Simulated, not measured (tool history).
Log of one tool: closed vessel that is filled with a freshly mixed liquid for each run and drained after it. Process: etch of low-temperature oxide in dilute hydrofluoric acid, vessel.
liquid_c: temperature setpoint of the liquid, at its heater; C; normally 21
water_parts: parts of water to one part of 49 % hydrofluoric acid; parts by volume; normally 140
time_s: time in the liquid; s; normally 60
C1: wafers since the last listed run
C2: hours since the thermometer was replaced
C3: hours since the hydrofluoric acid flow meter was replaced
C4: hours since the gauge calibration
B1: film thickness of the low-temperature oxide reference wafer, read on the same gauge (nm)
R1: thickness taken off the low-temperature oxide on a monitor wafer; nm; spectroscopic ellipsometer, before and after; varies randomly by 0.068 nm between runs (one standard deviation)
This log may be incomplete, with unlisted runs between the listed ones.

Run 1, day 0: usual settings; C1 0; C2 1338.1; C3 619.5; C4 280.9; B1 70.04. Result: R1 10.53 nm.
Run 2, day 0.612: usual settings; C1 1828; C2 1352.8; C3 634.2; C4 295.6; B1 69.97. Result: R1 10.87 nm.
Run 3, day 2.088: usual settings; C1 4402; C2 1388.2; C3 669.6; C4 331; B1 70.01. Result: R1 10.66 nm.
Run 4, day 2.679: usual settings; C1 1765; C2 1402.4; C3 683.8; C4 345.2; B1 70.01. Result: R1 10.7 nm.
Run 5, day 3.788: usual settings; C1 3307; C2 1429; C3 710.4; C4 371.8; B1 70.06. Result: R1 10.8 nm.
Run 6, day 4.617: usual settings but water_parts 175 parts by volume, time_s 35 s; C1 2474; C2 1448.9; C3 730.3; C4 391.7; B1 70.02. Result: R1 4.83 nm.
Run 7, day 5.921: usual settings but water_parts 175 parts by volume, time_s 35 s; C1 3892; C2 1480.2; C3 761.6; C4 423; B1 69.99. Result: R1 4.83 nm.
Run 8, day 6.896: usual settings; C1 2910; C2 1503.6; C3 785; C4 446.4; B1 69.99. Result: R1 10.85 nm.
At day 7.471: thermometer replaced.
Run 9, day 8.317: usual settings; C1 4116; C2 20.3; C3 819.1; C4 480.5; B1 70. Result: R1 10.09 nm.
Run 10, day 9.412: usual settings; C1 3270; C2 46.6; C3 845.4; C4 506.8; B1 70. Result: R1 10.3 nm.
Run 11, day 10.221: usual settings; C1 2412; C2 66; C3 864.8; C4 526.2; B1 69.99. Result: R1 10.22 nm.
Run 12, day 10.842: usual settings; C1 1852; C2 80.9; C3 879.7; C4 541.1; B1 70.01. Result: R1 10.24 nm.
At day 11.088: gauge calibrated.
Run 13, day 12.008: usual settings but liquid_c 17.5 C, water_parts 105 parts by volume, time_s 40 s; C1 3482; C2 108.9; C3 907.7; C4 22.1; B1 70.04. Result: R1 8.24 nm.
Run 14, day 13.242: usual settings but water_parts 110 parts by volume, time_s 30 s; C1 3681; C2 138.5; C3 937.3; C4 51.7; B1 69.98. Result: R1 6.74 nm.
At day 14.096: hydrofluoric acid flow meter replaced.
Run 15, day 14.408: usual settings; C1 3357; C2 166.5; C3 7.5; C4 79.7; B1 69.97. Result: R1 10.34 nm.
Run 16, day 15.333: usual settings but liquid_c 25 C, water_parts 190 parts by volume; C1 2760; C2 188.7; C3 29.7; C4 101.9; B1 69.97. Result: R1 8.42 nm.
Run 17, day 16.054: usual settings but water_parts 80 parts by volume; C1 2151; C2 206; C3 47; C4 119.2; B1 70. Result: R1 19.26 nm.
Run 18, day 16.754: usual settings but liquid_c 17 C, water_parts 115 parts by volume, time_s 95 s; C1 2089; C2 222.8; C3 63.8; C4 136; B1 69.99. Result: R1 17.23 nm.
Run 19, day 17.892: usual settings but liquid_c 23 C, water_parts 115 parts by volume, time_s 70 s; C1 3395; C2 250.1; C3 91.1; C4 163.3; B1 69.97. Result: R1 16.05 nm.
Run 20, day 19: usual settings but liquid_c 24.5 C; C1 3307; C2 276.7; C3 117.7; C4 189.9; B1 69.98. Result: R1 11.8 nm.
Run 21, day 20.238: usual settings but water_parts 80 parts by volume; C1 3693; C2 306.4; C3 147.4; C4 219.6; B1 70. Result: R1 19.39 nm.
Run 22, day 21.208: usual settings; C1 2897; C2 329.7; C3 170.7; C4 242.9; B1 70.03. Result: R1 10.44 nm.
Run 23, day 22.483: usual settings but time_s 40 s; C1 3805; C2 360.3; C3 201.3; C4 273.5; B1 69.99. Result: R1 6.85 nm.
Run 24, day 23.592: usual settings but liquid_c 19.5 C, water_parts 190 parts by volume, time_s 85 s; C1 3307; C2 386.9; C3 227.9; C4 300.1; B1 70.02. Result: R1 9.68 nm.
Run 25, day 24.446: usual settings but time_s 30 s; C1 2549; C2 407.4; C3 248.4; C4 320.6; B1 69.99. Result: R1 5.21 nm.
Run 26, day 25.083: usual settings but time_s 75 s; C1 1902; C2 422.7; C3 263.7; C4 335.9; B1 69.99. Result: R1 13.04 nm.
Run 27, day 26.004: usual settings but liquid_c 25.5 C, time_s 30 s; C1 2748; C2 444.8; C3 285.8; C4 358; B1 70.03. Result: R1 6.17 nm.
Run 28, day 26.904: usual settings but water_parts 210 parts by volume, time_s 85 s; C1 2686; C2 466.4; C3 307.4; C4 379.6; B1 70. Result: R1 9.14 nm.
Run 29, day 27.821: usual settings but liquid_c 18 C; C1 2735; C2 488.4; C3 329.4; C4 401.6; B1 69.99. Result: R1 9.26 nm.
Run 30, day 28.825: usual settings but liquid_c 25 C, time_s 90 s; C1 2997; C2 512.5; C3 353.5; C4 425.7; B1 70.03. Result: R1 18.28 nm.
At day 29.558: gauge calibrated.
Run 31, day 30.262: usual settings but water_parts 95 parts by volume, time_s 35 s; C1 4290; C2 547; C3 388; C4 16.9; B1 70. Result: R1 9.53 nm.

Predict each of these 5 candidate next runs independently; none follows another, all start after run 31:
Run A, day 30.292: usual settings but time_s 45 s; C1 87; C2 547.7; C3 388.7; C4 17.6; B1 ?. Result: R1 ?.
Run B, day 30.292: usual settings but time_s 80 s; C1 87; C2 547.7; C3 388.7; C4 17.6; B1 ?. Result: R1 ?.
Run C, day 30.292: usual settings but liquid_c 18.5 C, time_s 90 s; C1 87; C2 547.7; C3 388.7; C4 17.6; B1 ?. Result: R1 ?.
Run D, day 30.292: usual settings but water_parts 90 parts by volume; C1 87; C2 547.7; C3 388.7; C4 17.6; B1 ?. Result: R1 ?.
Run E, day 30.292: usual settings but liquid_c 25.5 C, water_parts 175 parts by volume, time_s 45 s; C1 87; C2 547.7; C3 388.7; C4 17.6; B1 ?. Result: R1 ?.

run     B1     R1
  A  70.02   7.74
  B  70.02  13.76
  C  70.02  14.01
  D  70.02  16.99
  E  70.02   7.06
Without the tool's unlogged condition, the same runs would have read:
run     R1
  A   7.54
  B   13.4
  C  13.64
  D  16.53
  E   6.89

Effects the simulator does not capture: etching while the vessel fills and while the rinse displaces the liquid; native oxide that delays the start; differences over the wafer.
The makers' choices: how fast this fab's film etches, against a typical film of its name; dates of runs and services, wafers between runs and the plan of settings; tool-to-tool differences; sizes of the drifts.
